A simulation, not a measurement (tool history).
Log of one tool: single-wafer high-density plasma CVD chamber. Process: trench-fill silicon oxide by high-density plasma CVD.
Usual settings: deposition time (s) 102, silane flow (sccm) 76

run    hour  deposition time (s)  silane flow (sccm)  read-back reference wafer on the same gauge, thickness_nm  mean film thickness on the monitor wafer (angstrom)
  1     0.0                  102                  66                                                    798.269                                              6381.67
  2    21.7                  102                  76                                                    798.222                                              6990.91
  3    55.1                  102                  76                                                    798.532                                              6925.01
  4   113.2                  110                  76                                                    797.245                                              7493.03
  5   127.7                  110                  76                                                    795.734                                              7477.14
  6   154.1                  110                  76                                                    796.546                                              7499.36
  7   184.2                  102                  76                                                    795.258                                              6931.89
  8   214.8                  102                  76                                                    795.199                                              6916.54
  9   237.2                  102                  76                                                    795.275                                              6937.47
 10   270.1                  102                  76                                                    795.167                                              6918.95
 11   293.5                  102                  82                                                    795.673                                              7243.03
 12   307.6                  102                  82                                                    793.677                                              7270.63
 13   323.5                  102                  82                                                    793.890                                              7269.24
 14   351.7                  112                  76                                                    793.939                                              7560.01
      378.4  -- silane flow controller replaced
 15   387.3                  112                  81                                                    794.390                                              7882.64
 16   414.7                  112                  81                                                    793.454                                              7872.32
 17   428.7                   94                  76                                                    793.178                                              6332.38
 18   456.0                   94                  76                                                    793.245                                              6379.85
 19   550.8                  102                  88                                                    792.488                                              7530.18
 20   570.3                  102                  88                                                    791.832                                              7565.26
 21   599.8                   91                  70                                                    790.545                                              5852.87
 22   629.3                   82                  76                                                    790.579                                              5546.53
 23   659.9                  102                  76                                                    790.652                                              6884.79
 24   691.2                   95                  90                                                    789.546                                              7127.46
 25   718.8                   89                  64                                                    791.878                                              5414.44
 26   746.6                  102                  76                                                    789.322                                              6921.37
      770.3  -- gauge calibrated
 27   779.1                  102                  90                                                    804.345                                              7772.76
 28   804.3                  122                  76                                                    803.853                                              8379.46
 29   821.3                  121                  76                                                    803.953                                              8296.45
 30   905.6                  112                  91                                                    803.130                                              8595.14
 31   940.2                   88                  76                                                    802.651                                              6045.72
 32   956.5                  112                  71                                                    801.838                                              7382.60
 33   986.4                   87                  69                                                    802.156                                              5622.26
 34  1000.3                  102                  76                                                    802.605                                              7024.88
 35  1019.8                   89                  64                                                    802.172                                              5512.25
 36  1041.1                   92                  69                                                    801.309                                              5964.64
 37  1058.1                  102                  76                                                    800.980                                              6954.61
 38  1093.5                  102                  86                                                    800.921                                              7556.09
 39  1128.2                   92                  83                                                    801.167                                              6602.05

The next listed run, before its measurement:
 40  1155.5                  102                  76                                                          ?                                                    ?

{"run 40": {"read-back reference wafer on the same gauge, thickness_nm": 799.442, "mean film thickness on the monitor wafer (angstrom)": 6946.04}}
Without the tool's hidden state the same run would have given mean film thickness on the monitor wafer (angstrom) 6970.58.
